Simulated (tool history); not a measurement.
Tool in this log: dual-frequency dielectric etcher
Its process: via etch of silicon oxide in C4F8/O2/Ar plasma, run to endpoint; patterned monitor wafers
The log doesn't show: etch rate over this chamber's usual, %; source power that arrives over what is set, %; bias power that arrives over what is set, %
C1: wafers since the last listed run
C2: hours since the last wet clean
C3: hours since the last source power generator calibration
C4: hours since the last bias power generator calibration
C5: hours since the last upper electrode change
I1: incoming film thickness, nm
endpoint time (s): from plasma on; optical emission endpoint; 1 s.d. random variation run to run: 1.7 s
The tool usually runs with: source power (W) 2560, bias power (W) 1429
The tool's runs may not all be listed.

{"run": 1, "hour": 0.0, "source power (W)": 2560, "bias power (W)": 1429, "C1": 0, "C2": 262.4, "C3": 3561.7, "C4": 2905.6, "C5": 1906.2, "I1": 959.3, "endpoint time (s)": 213.6}
{"run": 2, "hour": 48.5, "source power (W)": 2560, "bias power (W)": 1429, "C1": 319, "C2": 310.9, "C3": 3610.2, "C4": 2954.1, "C5": 1954.7, "I1": 950.8, "endpoint time (s)": 211.9}
{"run": 3, "hour": 123.2, "source power (W)": 2560, "bias power (W)": 1429, "C1": 492, "C2": 385.6, "C3": 3684.9, "C4": 3028.8, "C5": 2029.4, "I1": 962.3, "endpoint time (s)": 219.2}
{"hour": 239.4, "done": "wet clean of the chamber"}
{"run": 4, "hour": 239.9, "source power (W)": 2560, "bias power (W)": 1429, "C1": 611, "C2": 0.5, "C3": 3801.6, "C4": 3145.5, "C5": 2146.1, "I1": 949.5, "endpoint time (s)": 215.5}
{"run": 5, "hour": 272.4, "source power (W)": 2560, "bias power (W)": 1429, "C1": 214, "C2": 33, "C3": 3834.1, "C4": 3178, "C5": 2178.6, "I1": 956.8, "endpoint time (s)": 212.2}
{"run": 6, "hour": 336.9, "source power (W)": 2560, "bias power (W)": 1429, "C1": 425, "C2": 97.5, "C3": 3898.6, "C4": 3242.5, "C5": 2243.1, "I1": 959.2, "endpoint time (s)": 215.9}
{"hour": 414.4, "done": "upper electrode replaced"}
{"run": 7, "hour": 414.9, "source power (W)": 2560, "bias power (W)": 1429, "C1": 356, "C2": 175.5, "C3": 3976.6, "C4": 3320.5, "C5": 0.5, "I1": 963.6, "endpoint time (s)": 217.4}
{"run": 8, "hour": 448.1, "source power (W)": 2060, "bias power (W)": 1156, "C1": 218, "C2": 208.7, "C3": 4009.8, "C4": 3353.7, "C5": 33.7, "I1": 956.2, "endpoint time (s)": 262}
{"hour": 460.9, "done": "bias power generator calibrated"}
{"run": 9, "hour": 517.3, "source power (W)": 2560, "bias power (W)": 1429, "C1": 429, "C2": 277.9, "C3": 4079, "C4": 56.4, "C5": 102.9, "I1": 954, "endpoint time (s)": 214.5}
{"run": 10, "hour": 573.9, "source power (W)": 2560, "bias power (W)": 1429, "C1": 373, "C2": 334.5, "C3": 4135.6, "C4": 113, "C5": 159.5, "I1": 957.6, "endpoint time (s)": 218.3}
{"hour": 649.3, "done": "wet clean of the chamber"}
{"run": 11, "hour": 649.8, "source power (W)": 2770, "bias power (W)": 1637, "C1": 342, "C2": 0.5, "C3": 4211.5, "C4": 188.9, "C5": 235.4, "I1": 958.9, "endpoint time (s)": 198.1}
{"run": 12, "hour": 728.6, "source power (W)": 2560, "bias power (W)": 1429, "C1": 519, "C2": 79.3, "C3": 4290.3, "C4": 267.7, "C5": 314.2, "I1": 956.4, "endpoint time (s)": 218.6}
{"run": 13, "hour": 778.4, "source power (W)": 2560, "bias power (W)": 1429, "C1": 328, "C2": 129.1, "C3": 4340.1, "C4": 317.5, "C5": 364, "I1": 964.9, "endpoint time (s)": 219.2}
{"run": 14, "hour": 839.1, "source power (W)": 2810, "bias power (W)": 1198, "C1": 400, "C2": 189.8, "C3": 4400.8, "C4": 378.2, "C5": 424.7, "I1": 951.2, "endpoint time (s)": 218.2}
{"hour": 902.5, "done": "source power generator calibrated"}
{"run": 15, "hour": 903.4, "source power (W)": 2390, "bias power (W)": 1429, "C1": 397, "C2": 254.1, "C3": 0.9, "C4": 442.5, "C5": 489, "I1": 956, "endpoint time (s)": 221.9}
{"run": 16, "hour": 948.2, "source power (W)": 2560, "bias power (W)": 1167, "C1": 295, "C2": 298.9, "C3": 45.7, "C4": 487.3, "C5": 533.8, "I1": 952.2, "endpoint time (s)": 232.9}
{"run": 17, "hour": 1005.5, "source power (W)": 2210, "bias power (W)": 1731, "C1": 377, "C2": 356.2, "C3": 103, "C4": 544.6, "C5": 591.1, "I1": 958.1, "endpoint time (s)": 216.1}
{"hour": 1083.6, "done": "wet clean of the chamber"}
{"run": 18, "hour": 1084.1, "source power (W)": 2730, "bias power (W)": 1542, "C1": 360, "C2": 0.5, "C3": 181.6, "C4": 623.2, "C5": 669.7, "I1": 968.5, "endpoint time (s)": 206.4}
{"run": 19, "hour": 1164.1, "source power (W)": 2560, "bias power (W)": 1167, "C1": 527, "C2": 80.5, "C3": 261.6, "C4": 703.2, "C5": 749.7, "I1": 960.2, "endpoint time (s)": 230.9}
{"run": 20, "hour": 1233.6, "source power (W)": 1970, "bias power (W)": 1212, "C1": 458, "C2": 150, "C3": 331.1, "C4": 772.7, "C5": 819.2, "I1": 960.5, "endpoint time (s)": 264.3}

Hidden condition of the tool, last listed run before each entry between runs versus first listed run after:
After run 3, before run 4: wet clean of the chamber (hour 239.4)
  both runs share identical hidden conditions
After run 6, before run 7: upper electrode replaced (hour 414.4)
  both runs share identical hidden conditions
After run 8, before run 9: bias power generator calibrated (hour 460.9)
  both runs share identical hidden conditions
After run 10, before run 11: wet clean of the chamber (hour 649.3)
  both runs share identical hidden conditions
After run 14, before run 15: source power generator calibrated (hour 902.5)
  both runs share identical hidden conditions
After run 17, before run 18: wet clean of the chamber (hour 1083.6)
  both runs share identical hidden conditions
